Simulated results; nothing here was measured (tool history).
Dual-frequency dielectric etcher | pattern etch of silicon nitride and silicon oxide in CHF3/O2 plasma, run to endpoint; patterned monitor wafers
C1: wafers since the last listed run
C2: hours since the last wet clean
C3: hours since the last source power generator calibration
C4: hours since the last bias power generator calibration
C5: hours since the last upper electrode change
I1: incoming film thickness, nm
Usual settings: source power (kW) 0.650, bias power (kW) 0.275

Run 1, hour 0.0: usual settings but bias power (kW) 0.311; C1 0; C2 247.6; C3 1633.4; C4 1313.5; C5 2774.2; I1 228.8. Result: endpoint time (s) 122.5.
Run 2, hour 77.8: usual settings but source power (kW) 0.680; C1 340; C2 325.4; C3 1711.2; C4 1391.3; C5 2852.0; I1 227.4. Result: endpoint time (s) 127.0.
Run 3, hour 115.7: usual settings but source power (kW) 0.680; C1 166; C2 363.3; C3 1749.1; C4 1429.2; C5 2889.9; I1 227.6. Result: endpoint time (s) 125.9.
Run 4, hour 152.7: usual settings but bias power (kW) 0.227; C1 162; C2 400.3; C3 1786.1; C4 1466.2; C5 2926.9; I1 228.1. Result: endpoint time (s) 141.2.
Run 5, hour 209.8: usual settings but bias power (kW) 0.227; C1 250; C2 457.4; C3 1843.2; C4 1523.3; C5 2984.0; I1 228.3. Result: endpoint time (s) 141.9.
Run 6, hour 271.8: usual settings but bias power (kW) 0.239; C1 271; C2 519.4; C3 1905.2; C4 1585.3; C5 3046.0; I1 226.3. Result: endpoint time (s) 136.7.
Run 7, hour 346.8: usual settings but bias power (kW) 0.239; C1 328; C2 594.4; C3 1980.2; C4 1660.3; C5 3121.0; I1 228.8. Result: endpoint time (s) 138.1.
At hour 376.4: wet clean of the chamber.
Run 8, hour 396.1: usual settings but source power (kW) 0.720; C1 110; C2 19.7; C3 2029.5; C4 1709.6; C5 3170.3; I1 230.3. Result: endpoint time (s) 126.4.
At hour 498.4: bias power generator calibrated.
Run 9, hour 499.3: usual settings but source power (kW) 0.720; C1 434; C2 122.9; C3 2132.7; C4 0.9; C5 3273.5; I1 227.8. Result: endpoint time (s) 126.3.
At hour 508.4: source power generator calibrated.
Run 10, hour 567.9: usual settings but source power (kW) 0.720; C1 282; C2 191.5; C3 59.5; C4 69.5; C5 3342.1; I1 228.4. Result: endpoint time (s) 124.7.
Run 11, hour 673.5: usual settings; C1 462; C2 297.1; C3 165.1; C4 175.1; C5 3447.7; I1 228.0. Result: endpoint time (s) 128.8.
Run 12, hour 713.6: usual settings but source power (kW) 0.760, bias power (kW) 0.332; C1 175; C2 337.2; C3 205.2; C4 215.2; C5 3487.8; I1 225.5. Result: endpoint time (s) 112.4.
Run 13, hour 765.4: usual settings but source power (kW) 0.570, bias power (kW) 0.248; C1 226; C2 389.0; C3 257.0; C4 267.0; C5 3539.6; I1 228.8. Result: endpoint time (s) 142.4.
Run 14, hour 832.7: usual settings; C1 294; C2 456.3; C3 324.3; C4 334.3; C5 3606.9; I1 227.8. Result: endpoint time (s) 128.5.
At hour 884.5: upper electrode replaced.
Run 15, hour 919.9: usual settings but source power (kW) 0.710, bias power (kW) 0.226; C1 276; C2 543.5; C3 411.5; C4 421.5; C5 35.4; I1 230.1. Result: endpoint time (s) 137.4.
Run 16, hour 1011.1: usual settings but source power (kW) 0.590, bias power (kW) 0.326; C1 399; C2 634.7; C3 502.7; C4 512.7; C5 126.6; I1 228.4. Result: endpoint time (s) 122.9.
At hour 1053.3: wet clean of the chamber.
Run 17, hour 1059.0: usual settings but source power (kW) 0.570, bias power (kW) 0.249; C1 104; C2 5.7; C3 550.6; C4 560.6; C5 174.5; I1 228.4. Result: endpoint time (s) 141.4.
Run 18, hour 1118.8: usual settings but source power (kW) 0.760, bias power (kW) 0.313; C1 261; C2 65.5; C3 610.4; C4 620.4; C5 234.3; I1 228.5. Result: endpoint time (s) 117.0.
Run 19, hour 1164.3: usual settings; C1 199; C2 111.0; C3 655.9; C4 665.9; C5 279.8; I1 229.5. Result: endpoint time (s) 130.2.
Run 20, hour 1245.9: usual settings but bias power (kW) 0.252; C1 357; C2 192.6; C3 737.5; C4 747.5; C5 361.4; I1 230.2. Result: endpoint time (s) 135.9.
Run 21, hour 1299.5: usual settings; C1 234; C2 246.2; C3 791.1; C4 801.1; C5 415.0; I1 228.3. Result: endpoint time (s) 128.9.
Run 22, hour 1446.3: usual settings but source power (kW) 0.520; C1 643; C2 393.0; C3 937.9; C4 947.9; C5 561.8; I1 228.5. Result: endpoint time (s) 137.9.

Forecast each of these 4 alternatives for the next run:
Run A, hour 1446.8: usual settings; C1 2; C2 393.5; C3 938.4; C4 948.4; C5 562.3; I1 228.5. Result: endpoint time (s) ?.
Run B, hour 1446.8: usual settings but source power (kW) 0.740, bias power (kW) 0.207; C1 2; C2 393.5; C3 938.4; C4 948.4; C5 562.3; I1 228.5. Result: endpoint time (s) ?.
Run C, hour 1446.8: usual settings but source power (kW) 0.490, bias power (kW) 0.297; C1 2; C2 393.5; C3 938.4; C4 948.4; C5 562.3; I1 228.5. Result: endpoint time (s) ?.
Run D, hour 1446.8: usual settings but source power (kW) 0.800, bias power (kW) 0.229; C1 2; C2 393.5; C3 938.4; C4 948.4; C5 562.3; I1 228.5. Result: endpoint time (s) ?.

run  endpoint time (s)
  A              129.7
  B              141.6
  C              136.4
  D              131.8
Without the tool's hidden state the same runs would have given:
run  endpoint time (s)
  A              129.7
  B              141.6
  C              136.4
  D              131.8

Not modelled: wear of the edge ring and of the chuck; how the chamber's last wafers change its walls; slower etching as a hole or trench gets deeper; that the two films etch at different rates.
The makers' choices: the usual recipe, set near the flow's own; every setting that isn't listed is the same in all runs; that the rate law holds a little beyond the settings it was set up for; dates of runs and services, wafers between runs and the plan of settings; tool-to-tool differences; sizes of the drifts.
